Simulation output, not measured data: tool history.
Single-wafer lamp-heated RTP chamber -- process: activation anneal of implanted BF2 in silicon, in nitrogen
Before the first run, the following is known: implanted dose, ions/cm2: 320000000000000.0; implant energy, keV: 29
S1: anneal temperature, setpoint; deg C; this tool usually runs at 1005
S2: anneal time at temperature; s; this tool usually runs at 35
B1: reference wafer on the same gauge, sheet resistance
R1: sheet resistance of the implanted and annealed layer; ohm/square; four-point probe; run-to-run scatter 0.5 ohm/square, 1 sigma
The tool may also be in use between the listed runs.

run 1 hour=0 | S1=1005 S2=45 | B1=321.92 | R1=334.34
-- hour=10.3 gauge calibrated
run 2 hour=11.3 | S1=1005 S2=35 | B1=322.07 | R1=335.93
run 3 hour=17.8 | S1=1005 S2=35 | B1=322 | R1=335.54
run 4 hour=35.1 | S1=1005 S2=35 | B1=322.01 | R1=336.44
run 5 hour=41.5 | S1=1005 S2=35 | B1=321.93 | R1=335.05
run 6 hour=59.1 | S1=1005 S2=35 | B1=322.13 | R1=336.17
run 7 hour=75.2 | S1=1023 S2=35 | B1=321.9 | R1=333.3
run 8 hour=91.5 | S1=1005 S2=35 | B1=322.11 | R1=335.32
run 9 hour=124.5 | S1=1005 S2=35 | B1=321.82 | R1=335.71
run 10 hour=138.7 | S1=1005 S2=35 | B1=322.06 | R1=334.85
run 11 hour=150.7 | S1=1005 S2=41 | B1=321.98 | R1=334.42
run 12 hour=157.4 | S1=1005 S2=35 | B1=321.87 | R1=334.68
run 13 hour=163.8 | S1=1005 S2=35 | B1=321.85 | R1=334.62
run 14 hour=174.3 | S1=1028 S2=21 | B1=321.95 | R1=334.96
run 15 hour=182.6 | S1=1005 S2=35 | B1=321.93 | R1=334.97
-- hour=194.2 pyrometer window cleaned and pyrometer calibrated
run 16 hour=231.6 | S1=981 S2=26 | B1=321.92 | R1=342.79
run 17 hour=256.3 | S1=1005 S2=19 | B1=322.17 | R1=338.06
-- hour=265.2 gauge calibrated
run 18 hour=267.2 | S1=994 S2=35 | B1=322.03 | R1=337.21
run 19 hour=275.2 | S1=1020 S2=35 | B1=321.96 | R1=333.54
-- hour=285.4 reflector plate cleaned
run 20 hour=290.9 | S1=1020 S2=27 | B1=322.15 | R1=335.45
run 21 hour=305.7 | S1=979 S2=16 | B1=321.92 | R1=344.22
run 22 hour=315.1 | S1=988 S2=35 | B1=322.1 | R1=338.34
run 23 hour=322.8 | S1=978 S2=25 | B1=321.97 | R1=341.75
run 24 hour=337.9 | S1=1005 S2=35 | B1=321.99 | R1=334.98
run 25 hour=367.6 | S1=1005 S2=35 | B1=322.11 | R1=335.55
run 26 hour=379.1 | S1=1023 S2=52 | B1=322.02 | R1=329.26
-- hour=398.2 pyrometer window cleaned and pyrometer calibrated
run 27 hour=398.7 | S1=979 S2=45 | B1=322.14 | R1=341.23
run 28 hour=401.3 | S1=977 S2=52 | B1=322.02 | R1=341.75
run 29 hour=410.4 | S1=980 S2=26 | B1=321.8 | R1=343.86

Some steps in R1, run to run, broken into two amounts with sign: the step expected even without the hidden condition (settings, incoming material, random variation), and the rest, left for the hidden condition together with whatever gauge scatter is not in both the measured and the hidden-condition-free result:
Hidden state at play: true wafer temperature minus pyrometer reading, K; wafer temperature error from the tarnished reflector plate, K; gauge reads high (%).
Run 20 -> 21: S1 1020 -> 979, S2 27 -> 16. R1 +8.77 ohm/square: hidden state -2.77, all else +11.54.
Run 23 -> 24: S1 978 -> 1005, S2 25 -> 35. R1 -6.77 ohm/square: hidden state +2.14, all else -8.91.
Run 26 -> 27: S1 1023 -> 979, S2 52 -> 45, pyrometer window cleaned and pyrometer calibrated. R1 +11.97 ohm/square: hidden state +1.81, all else +10.16.
